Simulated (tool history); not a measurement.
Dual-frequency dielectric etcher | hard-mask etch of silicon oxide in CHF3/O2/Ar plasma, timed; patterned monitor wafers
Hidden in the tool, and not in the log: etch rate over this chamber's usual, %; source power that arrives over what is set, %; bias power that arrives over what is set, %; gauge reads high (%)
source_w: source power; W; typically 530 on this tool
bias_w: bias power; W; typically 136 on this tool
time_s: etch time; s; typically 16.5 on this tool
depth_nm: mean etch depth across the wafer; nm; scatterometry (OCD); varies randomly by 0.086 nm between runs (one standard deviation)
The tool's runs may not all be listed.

run,day,source_w,bias_w,time_s,wafers since the last listed run,hours since the last wet clean,hours since the last source power generator calibration,hours since the last bias power generator calibration,hours since the last upper electrode change,hours since the gauge calibration,"read-back reference wafer on the same gauge, depth_nm",depth_nm
1,0.000,500,136,15.0,0,425.4,639.7,2105.1,2440.1,28.4,26.80,26.99
# day 2.492: wet clean of the chamber
2,4.462,530,136,15.0,1313,47.3,746.8,2212.2,2547.2,135.5,26.78,26.90
3,8.025,530,136,16.5,1351,132.8,832.3,2297.7,2632.7,221.0,26.82,29.73
4,11.479,530,136,16.5,1310,215.7,915.2,2380.6,2715.6,303.9,26.82,29.74
5,13.504,530,136,16.5,768,264.3,963.8,2429.2,2764.2,352.5,26.81,29.85
6,16.875,530,136,16.5,1278,345.2,1044.7,2510.1,2845.1,433.4,26.78,29.89
# day 23.392: wet clean of the chamber
7,27.575,530,136,16.5,3678,100.4,1301.5,2766.9,3101.9,690.2,26.77,29.62
8,32.488,530,136,16.5,1863,218.3,1419.4,2884.8,3219.8,808.1,26.76,29.60
9,37.108,530,136,16.5,1752,329.2,1530.3,2995.7,3330.7,919.0,26.82,29.63
10,39.929,530,136,16.5,1069,396.9,1598.0,3063.4,3398.4,986.7,26.84,29.98
# day 41.642: wet clean of the chamber
11,41.662,530,136,16.5,278,0.5,1639.6,3105.0,3440.0,1028.3,26.80,29.09
12,45.608,530,136,16.5,1496,95.2,1734.3,3199.7,3534.7,1123.0,26.76,29.29
13,48.867,590,136,16.5,1235,173.4,1812.5,3277.9,3612.9,1201.2,26.81,30.39
# day 50.246: bias power generator calibrated
14,51.046,590,136,16.5,763,225.7,1864.8,19.2,3665.2,1253.5,26.82,30.41
15,53.854,530,136,16.5,1065,293.1,1932.2,86.6,3732.6,1320.9,26.81,29.67
16,56.521,530,121,16.5,1011,357.1,1996.2,150.6,3796.6,1384.9,26.81,28.87
# day 58.496: source power generator calibrated
17,59.588,400,166,13.0,1099,430.7,26.2,224.2,3870.2,1458.5,26.83,23.10
# day 60.208: gauge calibrated
# day 61.183: wet clean of the chamber
18,61.362,420,136,16.5,293,4.3,68.8,266.8,3912.8,27.7,26.79,27.91
19,64.817,530,136,16.5,1310,87.2,151.7,349.7,3995.7,110.6,26.82,29.92
20,73.962,530,136,16.5,3468,306.7,371.2,569.2,4215.2,330.1,26.80,30.20
# day 77.133: upper electrode replaced
21,77.154,640,136,16.5,831,383.3,447.8,645.8,0.5,406.7,26.78,31.87
22,80.796,600,164,16.5,1381,470.7,535.2,733.2,87.9,494.1,26.80,32.88
# day 82.388: wet clean of the chamber
23,82.692,460,136,21.0,339,7.3,580.7,778.7,133.4,539.6,26.81,36.07
24,85.738,650,136,12.5,1155,80.4,653.8,851.8,206.5,612.7,26.80,23.74
25,91.738,530,136,16.5,2275,224.4,797.8,995.8,350.5,756.7,26.79,29.73
26,96.200,460,120,16.5,1692,331.5,904.9,1102.9,457.6,863.8,26.81,27.90
27,99.138,530,115,14.0,1114,402.0,975.4,1173.4,528.1,934.3,26.80,24.58
28,101.371,430,147,19.5,847,455.6,1029.0,1227.0,581.7,987.9,26.78,34.13
29,103.108,480,109,16.5,658,497.3,1070.7,1268.7,623.4,1029.6,26.78,28.06
30,105.025,490,119,14.5,726,543.3,1116.7,1314.7,669.4,1075.6,26.80,25.12

Measured minus without-hidden-state, run by run (identical run-to-run variation in each term; gauge scatter may differ):
run,depth_nm
1,+0.47
2,-0.11
3,-0.01
4,+0.10
5,+0.17
6,+0.27
7,-0.18
8,-0.03
9,+0.11
10,+0.21
11,-0.47
12,-0.35
13,-0.26
14,-0.18
15,-0.09
16,-0.01
17,+0.45
18,+0.06
19,+0.18
20,+0.46
21,+0.60
22,+0.74
23,-0.27
24,-0.10
25,+0.07
26,+0.19
27,+0.24
28,+0.42
29,+0.39
30,+0.40
